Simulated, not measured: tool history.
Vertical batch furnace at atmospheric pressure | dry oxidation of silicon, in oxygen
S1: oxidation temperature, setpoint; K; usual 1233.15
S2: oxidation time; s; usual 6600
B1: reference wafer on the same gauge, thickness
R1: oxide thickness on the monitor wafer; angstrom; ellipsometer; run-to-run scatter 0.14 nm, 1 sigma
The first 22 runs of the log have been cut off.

{"run": 23, "hour": 1044.8, "S1": 1242.15, "S2": 6600, "B1": 47.12, "R1": 599.2}
{"run": 24, "hour": 1070.9, "S1": 1248.15, "S2": 8730, "B1": 47.08, "R1": 759.2}
{"run": 25, "hour": 1097.1, "S1": 1233.15, "S2": 6600, "B1": 47.13, "R1": 556.9}
{"run": 26, "hour": 1152.9, "S1": 1233.15, "S2": 6600, "B1": 47.09, "R1": 556.1}
{"run": 27, "hour": 1202.2, "S1": 1247.15, "S2": 4740, "B1": 47.13, "R1": 492.7}
{"run": 28, "hour": 1259.1, "S1": 1248.15, "S2": 8940, "B1": 47.04, "R1": 778.2}
{"hour": 1305.9, "done": "boat lift adjusted"}
{"run": 29, "hour": 1321.1, "S1": 1252.15, "S2": 9690, "B1": 47.11, "R1": 850}
{"run": 30, "hour": 1357.7, "S1": 1214.15, "S2": 7470, "B1": 47.14, "R1": 502.6}
{"run": 31, "hour": 1381.9, "S1": 1233.15, "S2": 6600, "B1": 47.13, "R1": 555.1}
{"run": 32, "hour": 1435.3, "S1": 1211.15, "S2": 6600, "B1": 47.17, "R1": 446.3}
{"run": 33, "hour": 1477.3, "S1": 1218.15, "S2": 5730, "B1": 47.07, "R1": 432.5}
{"run": 34, "hour": 1546.6, "S1": 1246.15, "S2": 9120, "B1": 47.06, "R1": 773.4}
{"run": 35, "hour": 1590.1, "S1": 1226.15, "S2": 9540, "B1": 47.1, "R1": 677.3}
{"run": 36, "hour": 1640.6, "S1": 1254.15, "S2": 5070, "B1": 47.11, "R1": 547.9}
{"run": 37, "hour": 1692.4, "S1": 1247.15, "S2": 8070, "B1": 47.06, "R1": 716.4}
{"run": 38, "hour": 1724.2, "S1": 1233.15, "S2": 6600, "B1": 47.11, "R1": 558.2}
{"run": 39, "hour": 1794.9, "S1": 1233.15, "S2": 6600, "B1": 47.16, "R1": 560}
{"run": 40, "hour": 1827.1, "S1": 1233.15, "S2": 6600, "B1": 47.14, "R1": 556.2}

3 options for the next run, each taken on its own from the tool as it stands now. Forecast them:
{"run": "A", "hour": 1832.7, "S1": 1233.15, "S2": 6600, "B1": "?", "R1": "?"}
{"run": "B", "hour": 1832.7, "S1": 1216.15, "S2": 4620, "B1": "?", "R1": "?"}
{"run": "C", "hour": 1832.7, "S1": 1233.15, "S2": 3840, "B1": "?", "R1": "?"}

run=A B1=47.12 R1=556.6
run=B B1=47.12 R1=365.7
run=C B1=47.12 R1=384.8
The same runs, with their run-to-run variation unchanged, on a tool lacking any hidden condition would have given:
run=A R1=556.6
run=B R1=365.7
run=C R1=384.8
